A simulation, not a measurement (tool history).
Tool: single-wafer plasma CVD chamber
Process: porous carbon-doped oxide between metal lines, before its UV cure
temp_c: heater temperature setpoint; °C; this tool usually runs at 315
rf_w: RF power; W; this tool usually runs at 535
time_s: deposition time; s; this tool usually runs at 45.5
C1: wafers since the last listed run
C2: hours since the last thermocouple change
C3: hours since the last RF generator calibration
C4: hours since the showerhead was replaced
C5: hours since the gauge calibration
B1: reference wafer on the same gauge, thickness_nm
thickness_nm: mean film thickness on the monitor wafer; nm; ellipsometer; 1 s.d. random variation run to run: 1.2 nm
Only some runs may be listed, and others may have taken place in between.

run 1 hour=0 | temp_c=315 rf_w=535 time_s=45.5 | C1=0 C2=1903.2 C3=1723 C4=2167.1 C5=407.5 | B1=213.923 | thickness_nm=204.343
run 2 hour=14.4 | temp_c=315 rf_w=535 time_s=45.5 | C1=210 C2=1917.6 C3=1737.4 C4=2181.5 C5=421.9 | B1=214.093 | thickness_nm=206.119
run 3 hour=42.6 | temp_c=315 rf_w=535 time_s=45.5 | C1=411 C2=1945.8 C3=1765.6 C4=2209.7 C5=450.1 | B1=213.78 | thickness_nm=205.013
run 4 hour=73.7 | temp_c=315 rf_w=535 time_s=45.5 | C1=454 C2=1976.9 C3=1796.7 C4=2240.8 C5=481.2 | B1=214.025 | thickness_nm=206.051
run 5 hour=105.6 | temp_c=315 rf_w=535 time_s=45.5 | C1=465 C2=2008.8 C3=1828.6 C4=2272.7 C5=513.1 | B1=214.148 | thickness_nm=205.155
run 6 hour=126.4 | temp_c=315 rf_w=535 time_s=45.5 | C1=303 C2=2029.6 C3=1849.4 C4=2293.5 C5=533.9 | B1=214.078 | thickness_nm=204.792
run 7 hour=154.8 | temp_c=315 rf_w=535 time_s=45.5 | C1=414 C2=2058 C3=1877.8 C4=2321.9 C5=562.3 | B1=214.276 | thickness_nm=205.293
run 8 hour=187.6 | temp_c=315 rf_w=535 time_s=45.5 | C1=478 C2=2090.8 C3=1910.6 C4=2354.7 C5=595.1 | B1=213.932 | thickness_nm=203.989
-- hour=256 thermocouple changed; heater temperature recalibrated
run 9 hour=256.5 | temp_c=315 rf_w=535 time_s=45.5 | C1=889 C2=0.5 C3=1979.5 C4=2423.6 C5=664 | B1=214.213 | thickness_nm=205.815
run 10 hour=271.1 | temp_c=315 rf_w=535 time_s=45.5 | C1=213 C2=15.1 C3=1994.1 C4=2438.2 C5=678.6 | B1=214.087 | thickness_nm=204.993
run 11 hour=303.4 | temp_c=315 rf_w=535 time_s=45.5 | C1=471 C2=47.4 C3=2026.4 C4=2470.5 C5=710.9 | B1=213.962 | thickness_nm=205.129
run 12 hour=330.4 | temp_c=315 rf_w=535 time_s=45.5 | C1=394 C2=74.4 C3=2053.4 C4=2497.5 C5=737.9 | B1=213.807 | thickness_nm=203.623
-- hour=334.2 gauge calibrated
run 13 hour=361.4 | temp_c=315 rf_w=535 time_s=45.5 | C1=452 C2=105.4 C3=2084.4 C4=2528.5 C5=27.2 | B1=214.152 | thickness_nm=204.127
run 14 hour=388.1 | temp_c=315 rf_w=535 time_s=45.5 | C1=389 C2=132.1 C3=2111.1 C4=2555.2 C5=53.9 | B1=214.062 | thickness_nm=205.938
-- hour=414.2 RF generator calibrated
run 15 hour=423 | temp_c=315 rf_w=535 time_s=45.5 | C1=392 C2=167 C3=8.8 C4=2590.1 C5=88.8 | B1=213.614 | thickness_nm=221.275
run 16 hour=440.2 | temp_c=308 rf_w=620 time_s=42.9 | C1=251 C2=184.2 C3=26 C4=2607.3 C5=106 | B1=213.705 | thickness_nm=245.926
run 17 hour=467 | temp_c=315 rf_w=535 time_s=50.6 | C1=391 C2=211 C3=52.8 C4=2634.1 C5=132.8 | B1=213.906 | thickness_nm=247.852
run 18 hour=491.5 | temp_c=325 rf_w=455 time_s=48 | C1=357 C2=235.5 C3=77.3 C4=2658.6 C5=157.3 | B1=213.86 | thickness_nm=188.184
run 19 hour=504.4 | temp_c=320 rf_w=490 time_s=37.2 | C1=188 C2=248.4 C3=90.2 C4=2671.5 C5=170.2 | B1=214.259 | thickness_nm=162.524
run 20 hour=526.1 | temp_c=307 rf_w=535 time_s=45.5 | C1=316 C2=270.1 C3=111.9 C4=2693.2 C5=191.9 | B1=214.043 | thickness_nm=229.986
-- hour=547.5 showerhead replaced
run 21 hour=548 | temp_c=315 rf_w=535 time_s=45.5 | C1=202 C2=292 C3=133.8 C4=0.5 C5=213.8 | B1=214.18 | thickness_nm=219.363
run 22 hour=563.4 | temp_c=315 rf_w=605 time_s=53.2 | C1=224 C2=307.4 C3=149.2 C4=15.9 C5=229.2 | B1=214.111 | thickness_nm=287.152
run 23 hour=583.6 | temp_c=315 rf_w=535 time_s=45.5 | C1=294 C2=327.6 C3=169.4 C4=36.1 C5=249.4 | B1=214.274 | thickness_nm=217.215
run 24 hour=608.3 | temp_c=315 rf_w=605 time_s=45.5 | C1=360 C2=352.3 C3=194.1 C4=60.8 C5=274.1 | B1=213.863 | thickness_nm=243.886
run 25 hour=644.3 | temp_c=326 rf_w=460 time_s=45.5 | C1=525 C2=388.3 C3=230.1 C4=96.8 C5=310.1 | B1=214.308 | thickness_nm=179.099
run 26 hour=658.7 | temp_c=328 rf_w=480 time_s=42.8 | C1=210 C2=402.7 C3=244.5 C4=111.2 C5=324.5 | B1=213.988 | thickness_nm=173.495
run 27 hour=697.9 | temp_c=315 rf_w=535 time_s=45.5 | C1=572 C2=441.9 C3=283.7 C4=150.4 C5=363.7 | B1=213.765 | thickness_nm=217.576
run 28 hour=722.9 | temp_c=315 rf_w=535 time_s=45.5 | C1=364 C2=466.9 C3=308.7 C4=175.4 C5=388.7 | B1=213.732 | thickness_nm=219.084
run 29 hour=746 | temp_c=325 rf_w=490 time_s=40.5 | C1=337 C2=490 C3=331.8 C4=198.5 C5=411.8 | B1=214.329 | thickness_nm=171.099
run 30 hour=778.5 | temp_c=315 rf_w=535 time_s=45.5 | C1=474 C2=522.5 C3=364.3 C4=231 C5=444.3 | B1=213.876 | thickness_nm=215.912
run 31 hour=799.3 | temp_c=311 rf_w=595 time_s=45.5 | C1=303 C2=543.3 C3=385.1 C4=251.8 C5=465.1 | B1=213.639 | thickness_nm=242.427

Exercise: give the hidden state of the tool at every run:
wafer temperature above the value expected at the setpoint (K): 0 at every run
gauge reads high (%): 0 at every run
H1: delivered RF power above the setpoint (%)
run=1 H1=-8.34
run=2 H1=-8.36
run=3 H1=-8.39
run=4 H1=-8.42
run=5 H1=-8.46
run=6 H1=-8.48
run=7 H1=-8.51
run=8 H1=-8.54
run=9 H1=-8.6
run=10 H1=-8.61
run=11 H1=-8.64
run=12 H1=-8.66
run=13 H1=-8.68
run=14 H1=-8.7
run=15 H1=-0.245
run=16 H1=-0.427
run=17 H1=-0.703
run=18 H1=-0.947
run=19 H1=-1.07
run=20 H1=-1.28
run=21 H1=-1.48
run=22 H1=-1.62
run=23 H1=-1.8
run=24 H1=-2.01
run=25 H1=-2.31
run=26 H1=-2.42
run=27 H1=-2.73
run=28 H1=-2.91
run=29 H1=-3.08
run=30 H1=-3.3
run=31 H1=-3.44
